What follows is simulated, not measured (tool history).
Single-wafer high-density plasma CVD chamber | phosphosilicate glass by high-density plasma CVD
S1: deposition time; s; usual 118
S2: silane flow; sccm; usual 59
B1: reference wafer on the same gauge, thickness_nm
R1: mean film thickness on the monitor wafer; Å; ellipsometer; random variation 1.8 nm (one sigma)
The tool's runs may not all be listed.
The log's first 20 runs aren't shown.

run	day	S1	S2	B1	R1
# day 9.142: gauge calibrated
21	9.675	118	59	692.685	7466.19
22	10.371	108	59	692.458	6849.06
23	10.679	118	59	692.082	7502.53
24	12.229	141	62	692.434	9425.21
25	12.671	95	59	692.148	6078.76
26	12.962	136	55	692.434	8087.96
27	13.250	97	65	692.223	6840.52
28	13.717	130	53	692.619	7442.06
29	14.296	107	68	692.093	7909.49
30	14.708	106	70	692.464	8067.75
31	15.442	99	70	691.259	7561.70
32	16.100	128	69	692.630	9622.97
33	16.704	118	59	692.559	7598.29
34	17.000	131	68	691.447	9727.55

4 ways to go on from here, each from the tool as it stands after run 34. What would each give?
A	17.017	118	59	?	?
B	17.017	130	69	?	?
C	17.017	106	54	?	?
D	17.017	138	66	?	?

run	B1	R1
A	692.124	7568.95
B	692.124	9752.01
C	692.124	6223.02
D	692.124	9902.04
Without the tool's hidden state the same runs would have given:
run	R1
A	7482.15
B	9640.17
C	6151.66
D	9788.48
